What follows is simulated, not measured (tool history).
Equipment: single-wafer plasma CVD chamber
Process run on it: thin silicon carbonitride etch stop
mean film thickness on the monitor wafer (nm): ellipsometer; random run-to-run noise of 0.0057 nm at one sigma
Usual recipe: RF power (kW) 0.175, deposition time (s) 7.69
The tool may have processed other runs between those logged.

run     day  RF power (kW)  deposition time (s)  wafers since the last listed run  hours since the last thermocouple change  hours since the last RF generator calibration  hours since the showerhead was replaced  hours since the gauge calibration  read-back reference wafer on the same gauge, thickness_nm  mean film thickness on the monitor wafer (nm)
  1       0          0.165                 7.69                                 0                                    1016.8                                         2255.4                                   8082.3                              173.4                                                      3.739                                          3.769
  2   0.758          0.165                 7.69                               544                                      1035                                         2273.6                                   8100.5                              191.6                                                      3.742                                          3.778
  3   1.267          0.165                 7.69                               365                                    1047.2                                         2285.8                                   8112.7                              203.8                                                      3.743                                          3.775
  4     1.9          0.185                 7.69                               455                                    1062.4                                           2301                                   8127.9                                219                                                      3.746                                          3.936
      2.533  -- gauge calibrated
  5   2.879          0.175                 7.69                               703                                    1085.9                                         2324.5                                   8151.4                                8.3                                                      3.708                                          3.816
  6   4.188          0.175                 7.69                               940                                    1117.3                                         2355.9                                   8182.8                               39.7                                                      3.712                                          3.823
  7   5.342          0.175                 7.69                               829                                      1145                                         2383.6                                   8210.5                               67.4                                                      3.715                                          3.836
      5.779  -- showerhead replaced
  8   6.533          0.175                 7.69                               616                                    1173.6                                         2412.2                                     18.1                                 96                                                       3.72                                          3.829
  9   7.433          0.145                 8.73                               646                                    1195.2                                         2433.8                                     39.7                              117.6                                                      3.723                                          4.066
 10   8.233            0.2                 7.69                               574                                    1214.4                                           2453                                     58.9                              136.8                                                      3.726                                          4.041
 11   8.929          0.175                 7.69                               500                                    1231.1                                         2469.7                                     75.6                              153.5                                                      3.728                                          3.847
     10.383  -- thermocouple changed; heater temperature recalibrated
 12  10.404          0.155                 8.38                               820                                       0.5                                         2505.1                                      111                              188.9                                                      3.734                                          4.014
 13  11.471          0.175                 8.34                               766                                      26.1                                         2530.7                                    136.6                              214.5                                                      3.737                                          4.169
     11.862  -- RF generator calibrated
     12.546  -- gauge calibrated
 14  14.371          0.175                 7.69                              1844                                      95.7                                           60.2                                    206.2                               43.8                                                      3.716                                          3.831
 15  15.296          0.175                 9.03                               664                                     117.9                                           82.4                                    228.4                                 66                                                      3.718                                          4.499
 16  16.088           0.19                 8.28                               568                                     136.9                                          101.4                                    247.4                                 85                                                      3.721                                          4.257
 17  16.662          0.175                 6.34                               413                                     150.7                                          115.2                                    261.2                               98.8                                                      3.723                                          3.165

3 ways to go on from here, each from the tool as it stands after run 17. What would each give?
  A  16.679          0.175                 8.11                                11                                     151.1                                          115.6                                    261.6                               99.2                                                          ?                                              ?
  B  16.679          0.195                 8.49                                11                                     151.1                                          115.6                                    261.6                               99.2                                                          ?                                              ?
  C  16.679           0.15                 6.83                                11                                     151.1                                          115.6                                    261.6                               99.2                                                          ?                                              ?

run  read-back reference wafer on the same gauge, thickness_nm  mean film thickness on the monitor wafer (nm)
  A                                                      3.724                                          4.065
  B                                                      3.724                                          4.426
  C                                                      3.724                                          3.233
With the hidden condition removed and each run's random variation left untouched, the same runs would have given:
run  mean film thickness on the monitor wafer (nm)
  A                                          4.051
  B                                           4.41
  C                                          3.221
